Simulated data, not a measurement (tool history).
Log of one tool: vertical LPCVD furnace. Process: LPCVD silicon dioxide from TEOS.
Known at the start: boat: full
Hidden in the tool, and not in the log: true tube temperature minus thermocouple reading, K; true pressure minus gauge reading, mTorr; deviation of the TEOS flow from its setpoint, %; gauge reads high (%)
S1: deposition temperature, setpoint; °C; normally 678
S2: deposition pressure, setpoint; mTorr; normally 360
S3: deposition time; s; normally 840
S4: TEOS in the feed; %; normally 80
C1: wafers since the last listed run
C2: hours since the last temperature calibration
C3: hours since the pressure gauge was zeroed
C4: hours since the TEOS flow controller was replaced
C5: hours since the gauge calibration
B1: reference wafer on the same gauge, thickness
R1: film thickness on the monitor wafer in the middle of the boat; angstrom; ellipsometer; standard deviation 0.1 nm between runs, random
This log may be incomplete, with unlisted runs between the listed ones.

run	hour	S1	S2	S3	S4	C1	C2	C3	C4	C5	B1	R1
1	0.0	678	325	840	80	0	4569.1	2594.0	2351.1	103.2	72.01	713.4
2	17.2	678	325	840	80	258	4586.3	2611.2	2368.3	120.4	71.97	712.3
3	27.7	678	360	840	80	157	4596.8	2621.7	2378.8	130.9	72.00	751.6
4	41.5	678	360	840	80	207	4610.6	2635.5	2392.6	144.7	72.01	750.2
5	51.7	678	360	840	80	153	4620.8	2645.7	2402.8	154.9	71.98	752.7
6	66.1	678	360	840	80	216	4635.2	2660.1	2417.2	169.3	72.01	751.2
7	76.2	678	360	840	80	151	4645.3	2670.2	2427.3	179.4	71.98	752.3
# hour 106.2: thermocouples replaced and temperature profile calibrated
# hour 119.5: pressure gauge zeroed
8	120.0	678	360	840	80	97	13.8	0.5	2471.1	223.2	71.98	668.6
9	124.2	678	360	840	80	63	18.0	4.7	2475.3	227.4	72.00	669.6
10	128.4	678	360	1020	80	63	22.2	8.9	2479.5	231.6	71.98	812.3
11	132.6	678	360	840	80	63	26.4	13.1	2483.7	235.8	72.00	669.2
12	136.8	678	295	840	80	63	30.6	17.3	2487.9	240.0	72.01	607.4
13	141.5	669	360	840	80	70	35.3	22.0	2492.6	244.7	71.99	537.2
14	155.5	678	360	840	95	210	49.3	36.0	2506.6	258.7	72.02	730.0
# hour 195.2: TEOS flow controller replaced
15	195.7	678	360	840	80	243	89.5	76.2	0.5	298.9	72.02	670.0
16	199.9	667	275	840	80	63	93.7	80.4	4.7	303.1	72.03	447.1
# hour 201.2: gauge calibrated
17	204.2	669	310	630	80	64	98.0	84.7	9.0	3.0	71.98	374.4
18	215.8	678	360	840	80	174	109.6	96.3	20.6	14.6	71.95	669.3
19	229.9	678	435	840	64	211	123.7	110.4	34.7	28.7	71.98	660.0
20	237.3	678	405	840	80	111	131.1	117.8	42.1	36.1	72.00	712.1
21	250.0	678	360	840	80	190	143.8	130.5	54.8	48.8	71.98	673.2
22	266.0	678	360	840	80	240	159.8	146.5	70.8	64.8	72.00	672.4
23	277.4	678	395	840	71	171	171.2	157.9	82.2	76.2	71.99	663.8
24	284.2	678	295	840	80	102	178.0	164.7	89.0	83.0	72.04	607.3
25	291.8	687	290	1170	72	114	185.6	172.3	96.6	90.6	72.03	990.3
26	330.3	672	360	600	80	578	224.1	210.8	135.1	129.1	72.03	414.7

Each row is a separate what-if for the run after 26, all from the same tool condition, not one after another. Results?
A	334.6	678	360	840	80	64	228.4	215.1	139.4	133.4	?	?
B	334.6	673	360	1080	85	64	228.4	215.1	139.4	133.4	?	?
C	334.6	678	360	690	92	64	228.4	215.1	139.4	133.4	?	?

run	B1	R1
A	72.02	671.0
B	72.02	786.9
C	72.02	591.1
Stripped of hidden state, with their random variation kept, the same runs would have yielded:
run	R1
A	663.2
B	777.6
C	584.2

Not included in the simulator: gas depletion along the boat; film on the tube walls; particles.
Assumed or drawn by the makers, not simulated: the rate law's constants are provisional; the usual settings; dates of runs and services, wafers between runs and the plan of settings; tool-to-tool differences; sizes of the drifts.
